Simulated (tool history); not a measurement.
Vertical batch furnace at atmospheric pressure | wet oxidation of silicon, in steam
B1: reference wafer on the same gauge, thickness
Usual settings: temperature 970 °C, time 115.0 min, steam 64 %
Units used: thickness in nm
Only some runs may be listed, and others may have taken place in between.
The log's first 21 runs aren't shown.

Run 22, day 22.433: usual settings; B1 410.43. Result: thickness 371.98 nm.
Run 23, day 22.979: usual settings but steam 58 %; B1 409.67. Result: thickness 345.87 nm.
Run 24, day 24.346: usual settings but temperature 977 °C; B1 409.24. Result: thickness 395.30 nm.
Run 25, day 27.354: usual settings; B1 410.90. Result: thickness 369.23 nm.
Run 26, day 28.304: usual settings but temperature 953 °C, steam 74 %; B1 411.22. Result: thickness 357.77 nm.
Run 27, day 29.796: usual settings but temperature 963 °C, time 60.5 min, steam 61 %; B1 409.86. Result: thickness 201.91 nm.
Run 28, day 30.679: usual settings but temperature 980 °C, time 96.0 min, steam 75 %; B1 410.36. Result: thickness 394.34 nm.
At day 32.575: steam generator serviced.
Run 29, day 32.596: usual settings but temperature 957 °C, time 71.0 min, steam 68 %; B1 410.47. Result: thickness 247.67 nm.
Run 30, day 32.888: usual settings but time 147.5 min, steam 67 %; B1 410.95. Result: thickness 474.78 nm.
Run 31, day 33.992: usual settings but temperature 945 °C, time 90.0 min, steam 70 %; B1 410.48. Result: thickness 270.10 nm.
Run 32, day 35.333: usual settings but time 159.5 min, steam 54 %; B1 409.73. Result: thickness 432.44 nm.
Run 33, day 36.288: usual settings; B1 408.98. Result: thickness 387.08 nm.
Run 34, day 37.492: usual settings but temperature 949 °C, steam 60 %; B1 410.17. Result: thickness 303.55 nm.
Run 35, day 38.821: usual settings but temperature 959 °C, time 157.5 min, steam 56 %; B1 410.28. Result: thickness 404.39 nm.
Run 36, day 40.225: usual settings; B1 408.91. Result: thickness 382.30 nm.
Run 37, day 41.000: usual settings but temperature 951 °C, time 87.0 min, steam 75 %; B1 409.40. Result: thickness 293.65 nm.
Run 38, day 41.850: usual settings but temperature 980 °C, time 96.0 min, steam 75 %; B1 410.40. Result: thickness 405.86 nm.

Each row is a separate what-if for the run after 38, all from the same tool condition, not one after another. Results?
Run A, day 42.125: usual settings; B1 ?. Result: thickness ?.
Run B, day 42.125: usual settings but temperature 985 °C, time 155.5 min, steam 74 %; B1 ?. Result: thickness ?.
Run C, day 42.125: usual settings but temperature 993 °C; B1 ?. Result: thickness ?.
Run D, day 42.125: usual settings but temperature 982 °C, time 80.5 min; B1 ?. Result: thickness ?.

run      B1  thickness
  A  410.32     385.63
  B  410.32     587.86
  C  410.32     460.60
  D  410.32     328.79
With the hidden condition removed and each run's random variation left untouched, the same runs would have given:
run  thickness
  A     392.17
  B     596.92
  C     467.91
  D     334.41

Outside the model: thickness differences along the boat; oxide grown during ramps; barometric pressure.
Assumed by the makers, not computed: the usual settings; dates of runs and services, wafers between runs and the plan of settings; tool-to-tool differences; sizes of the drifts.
